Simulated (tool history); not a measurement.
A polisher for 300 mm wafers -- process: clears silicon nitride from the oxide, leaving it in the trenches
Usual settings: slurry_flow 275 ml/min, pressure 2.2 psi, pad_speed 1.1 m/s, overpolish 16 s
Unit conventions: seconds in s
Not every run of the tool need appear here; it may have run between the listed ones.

| run | hour | slurry_flow | pressure | pad_speed | overpolish | incoming thickness of the incoming film, nm | seconds |
|---|---|---|---|---|---|---|---|
| 1 | 0 | 275 | 2.2 | 1.1 | 16 | 59.4 | 81.6 |
| 2 | 112.3 | 315 | 2.2 | 1.1 | 16 | 60.6 | 84.6 |
|  | 133.8 | slurry nozzle cleaned |
|  | 182.8 | worn pad replaced by a new one |
| 3 | 194.5 | 315 | 2.2 | 1.1 | 16 | 59.9 | 78.6 |
| 4 | 249.9 | 275 | 2.2 | 1.1 | 16 | 59.3 | 74.4 |
| 5 | 341.1 | 275 | 2.2 | 1.1 | 16 | 60.6 | 82.5 |
|  | 377 | worn pad replaced by a new one |
|  | 421.8 | head pressure recalibrated |
| 6 | 428.9 | 245 | 2.2 | 1.1 | 16 | 59.7 | 81.2 |
| 7 | 525.7 | 245 | 2.2 | 1.1 | 16 | 59.2 | 85.2 |
|  | 543.8 | slurry nozzle cleaned |
| 8 | 575 | 275 | 2.2 | 1.1 | 16 | 59.2 | 87.2 |
|  | 603.3 | worn pad replaced by a new one |
| 9 | 614.3 | 250 | 2.5 | 1 | 12 | 59.7 | 74.5 |
| 10 | 715.5 | 275 | 2.9 | 0.9 | 16 | 60.2 | 72.4 |
| 11 | 786.9 | 275 | 2.2 | 1.1 | 13 | 59.3 | 84.2 |
|  | 830.4 | worn pad replaced by a new one |
| 12 | 830.9 | 275 | 2.2 | 1.1 | 25 | 59.4 | 76.3 |
| 13 | 883.5 | 275 | 2.8 | 1.1 | 13 | 59.7 | 61.3 |
| 14 | 965.8 | 275 | 2.2 | 1.1 | 13 | 59.6 | 80.1 |
|  | 1009.1 | slurry nozzle cleaned |
|  | 1014.4 | worn pad replaced by a new one |
| 15 | 1055.4 | 275 | 2.2 | 1.1 | 25 | 60.5 | 76.3 |

Each row is a separate what-if for the run after 15, all from the same tool condition, not one after another. Results?
| A | 1055.8 | 275 | 2.2 | 1.1 | 16 | 59.3 | ? |
| B | 1055.8 | 275 | 1.5 | 1.1 | 23 | 59.3 | ? |
| C | 1055.8 | 340 | 1.5 | 1.38 | 16 | 59.3 | ? |

| run | seconds |
|---|---|
| A | 73.6 |
| B | 107.9 |
| C | 87.5 |
Without the tool's unlogged condition, the same runs would have read:
| run | seconds |
|---|---|
| A | 79.3 |
| B | 116.3 |
| C | 94.3 |

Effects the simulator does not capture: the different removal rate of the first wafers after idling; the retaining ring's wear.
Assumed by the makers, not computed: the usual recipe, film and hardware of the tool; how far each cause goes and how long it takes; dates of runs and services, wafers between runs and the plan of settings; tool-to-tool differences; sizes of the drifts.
